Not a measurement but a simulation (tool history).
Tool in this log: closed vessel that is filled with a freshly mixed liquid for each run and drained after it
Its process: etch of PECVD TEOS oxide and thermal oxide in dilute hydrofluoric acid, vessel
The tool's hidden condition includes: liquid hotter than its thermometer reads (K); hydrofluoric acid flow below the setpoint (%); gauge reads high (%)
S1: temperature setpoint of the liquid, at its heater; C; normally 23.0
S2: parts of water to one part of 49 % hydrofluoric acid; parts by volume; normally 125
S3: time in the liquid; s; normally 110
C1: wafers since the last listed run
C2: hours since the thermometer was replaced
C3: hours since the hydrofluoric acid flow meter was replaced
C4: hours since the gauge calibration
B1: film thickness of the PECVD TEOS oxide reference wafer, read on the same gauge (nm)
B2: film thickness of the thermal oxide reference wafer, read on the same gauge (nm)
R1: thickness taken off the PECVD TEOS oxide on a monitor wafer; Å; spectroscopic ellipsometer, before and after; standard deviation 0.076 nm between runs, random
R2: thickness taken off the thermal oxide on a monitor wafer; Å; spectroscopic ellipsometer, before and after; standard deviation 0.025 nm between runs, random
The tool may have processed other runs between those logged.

{"run": 1, "hour": 0.0, "S1": 21.0, "S2": 125, "S3": 90, "C1": 0, "C2": 2247.0, "C3": 705.1, "C4": 295.4, "B1": 70.0, "B2": 59.986, "R1": 87.7, "R2": 28.49}
{"run": 2, "hour": 32.2, "S1": 21.0, "S2": 125, "S3": 90, "C1": 1959, "C2": 2279.2, "C3": 737.3, "C4": 327.6, "B1": 70.03, "B2": 59.973, "R1": 86.1, "R2": 28.54}
{"run": 3, "hour": 58.3, "S1": 23.0, "S2": 125, "S3": 110, "C1": 1588, "C2": 2305.3, "C3": 763.4, "C4": 353.7, "B1": 70.01, "B2": 60.039, "R1": 116.6, "R2": 37.63}
{"run": 4, "hour": 91.7, "S1": 23.0, "S2": 125, "S3": 110, "C1": 2032, "C2": 2338.7, "C3": 796.8, "C4": 387.1, "B1": 70.01, "B2": 60.034, "R1": 116.7, "R2": 38.19}
{"run": 5, "hour": 109.7, "S1": 20.0, "S2": 125, "S3": 110, "C1": 1095, "C2": 2356.7, "C3": 814.8, "C4": 405.1, "B1": 70.01, "B2": 59.974, "R1": 103.0, "R2": 33.65}
{"run": 6, "hour": 125.1, "S1": 23.0, "S2": 125, "S3": 110, "C1": 937, "C2": 2372.1, "C3": 830.2, "C4": 420.5, "B1": 69.99, "B2": 59.979, "R1": 115.1, "R2": 37.5}
{"run": 7, "hour": 159.2, "S1": 23.0, "S2": 125, "S3": 110, "C1": 2075, "C2": 2406.2, "C3": 864.3, "C4": 454.6, "B1": 69.99, "B2": 60.06, "R1": 115.8, "R2": 38.09}
{"run": 8, "hour": 186.2, "S1": 23.0, "S2": 125, "S3": 110, "C1": 1643, "C2": 2433.2, "C3": 891.3, "C4": 481.6, "B1": 70.04, "B2": 60.05, "R1": 118.1, "R2": 38.24}
{"run": 9, "hour": 208.8, "S1": 23.0, "S2": 125, "S3": 110, "C1": 1375, "C2": 2455.8, "C3": 913.9, "C4": 504.2, "B1": 70.0, "B2": 59.987, "R1": 116.4, "R2": 38.32}
{"run": 10, "hour": 227.5, "S1": 23.0, "S2": 145, "S3": 110, "C1": 1138, "C2": 2474.5, "C3": 932.6, "C4": 522.9, "B1": 70.01, "B2": 60.009, "R1": 97.7, "R2": 31.68}
{"run": 11, "hour": 249.1, "S1": 19.5, "S2": 170, "S3": 70, "C1": 1314, "C2": 2496.1, "C3": 954.2, "C4": 544.5, "B1": 70.01, "B2": 60.025, "R1": 45.7, "R2": 14.6}
{"hour": 285.5, "done": "hydrofluoric acid flow meter replaced"}
{"run": 12, "hour": 286.0, "S1": 23.0, "S2": 125, "S3": 110, "C1": 2185, "C2": 2533.0, "C3": 0.5, "C4": 581.4, "B1": 70.01, "B2": 59.994, "R1": 116.3, "R2": 38.08}
{"hour": 286.7, "done": "gauge calibrated"}
{"run": 13, "hour": 299.9, "S1": 21.0, "S2": 80, "S3": 110, "C1": 846, "C2": 2546.9, "C3": 14.4, "C4": 13.2, "B1": 70.0, "B2": 59.969, "R1": 178.2, "R2": 58.7}
{"run": 14, "hour": 320.5, "S1": 23.0, "S2": 90, "S3": 145, "C1": 1253, "C2": 2567.5, "C3": 35.0, "C4": 33.8, "B1": 70.02, "B2": 59.988, "R1": 221.2, "R2": 73.32}
{"run": 15, "hour": 336.2, "S1": 23.0, "S2": 90, "S3": 145, "C1": 955, "C2": 2583.2, "C3": 50.7, "C4": 49.5, "B1": 69.99, "B2": 59.968, "R1": 221.4, "R2": 72.68}
{"hour": 355.7, "done": "thermometer replaced"}
{"run": 16, "hour": 357.7, "S1": 27.5, "S2": 175, "S3": 135, "C1": 1247, "C2": 2.0, "C3": 72.2, "C4": 71.0, "B1": 70.0, "B2": 59.969, "R1": 105.1, "R2": 34.35}
{"run": 17, "hour": 383.6, "S1": 23.0, "S2": 125, "S3": 130, "C1": 1576, "C2": 27.9, "C3": 98.1, "C4": 96.9, "B1": 69.98, "B2": 60.025, "R1": 126.2, "R2": 41.4}
{"run": 18, "hour": 406.0, "S1": 23.0, "S2": 125, "S3": 110, "C1": 1363, "C2": 50.3, "C3": 120.5, "C4": 119.3, "B1": 70.01, "B2": 59.952, "R1": 107.6, "R2": 35.18}
{"run": 19, "hour": 420.3, "S1": 20.5, "S2": 175, "S3": 175, "C1": 870, "C2": 64.6, "C3": 134.8, "C4": 133.6, "B1": 69.98, "B2": 59.973, "R1": 104.4, "R2": 34.42}
{"run": 20, "hour": 455.5, "S1": 23.0, "S2": 125, "S3": 110, "C1": 2142, "C2": 99.8, "C3": 170.0, "C4": 168.8, "B1": 70.0, "B2": 60.028, "R1": 108.5, "R2": 35.56}
{"run": 21, "hour": 479.2, "S1": 23.0, "S2": 125, "S3": 110, "C1": 1442, "C2": 123.5, "C3": 193.7, "C4": 192.5, "B1": 69.98, "B2": 59.931, "R1": 107.8, "R2": 35.37}
{"run": 22, "hour": 543.9, "S1": 23.0, "S2": 125, "S3": 110, "C1": 3937, "C2": 188.2, "C3": 258.4, "C4": 257.2, "B1": 69.98, "B2": 59.989, "R1": 108.1, "R2": 35.53}
{"run": 23, "hour": 560.1, "S1": 26.5, "S2": 125, "S3": 155, "C1": 986, "C2": 204.4, "C3": 274.6, "C4": 273.4, "B1": 70.02, "B2": 59.982, "R1": 175.7, "R2": 57.57}
{"run": 24, "hour": 584.0, "S1": 23.0, "S2": 125, "S3": 110, "C1": 1454, "C2": 228.3, "C3": 298.5, "C4": 297.3, "B1": 70.0, "B2": 59.967, "R1": 108.0, "R2": 35.55}
{"run": 25, "hour": 607.3, "S1": 20.5, "S2": 180, "S3": 150, "C1": 1418, "C2": 251.6, "C3": 321.8, "C4": 320.6, "B1": 70.02, "B2": 60.045, "R1": 87.6, "R2": 28.51}
{"run": 26, "hour": 642.4, "S1": 27.0, "S2": 125, "S3": 155, "C1": 2136, "C2": 286.7, "C3": 356.9, "C4": 355.7, "B1": 70.0, "B2": 59.985, "R1": 178.6, "R2": 57.97}
{"run": 27, "hour": 671.0, "S1": 23.0, "S2": 90, "S3": 140, "C1": 1740, "C2": 315.3, "C3": 385.5, "C4": 384.3, "B1": 70.03, "B2": 59.936, "R1": 198.5, "R2": 66.07}

3 ways to go on from here, each from the tool as it stands after run 27. What would each give?
{"run": "A", "hour": 671.7, "S1": 23.0, "S2": 125, "S3": 110, "C1": 42, "C2": 316.0, "C3": 386.2, "C4": 385.0, "B1": "?", "B2": "?", "R1": "?", "R2": "?"}
{"run": "B", "hour": 671.7, "S1": 24.5, "S2": 150, "S3": 110, "C1": 42, "C2": 316.0, "C3": 386.2, "C4": 385.0, "B1": "?", "B2": "?", "R1": "?", "R2": "?"}
{"run": "C", "hour": 671.7, "S1": 23.0, "S2": 80, "S3": 70, "C1": 42, "C2": 316.0, "C3": 386.2, "C4": 385.0, "B1": "?", "B2": "?", "R1": "?", "R2": "?"}

run=A B1=69.99 B2=60.047 R1=109.0 R2=35.11
run=B B1=69.99 B2=60.047 R1=93.5 R2=30.11
run=C B1=69.99 B2=60.047 R1=114.5 R2=36.87
With no hidden state in the tool, these same runs would have given:
run=A R1=106.8 R2=34.39
run=B R1=91.6 R2=29.51
run=C R1=112.1 R2=36.09
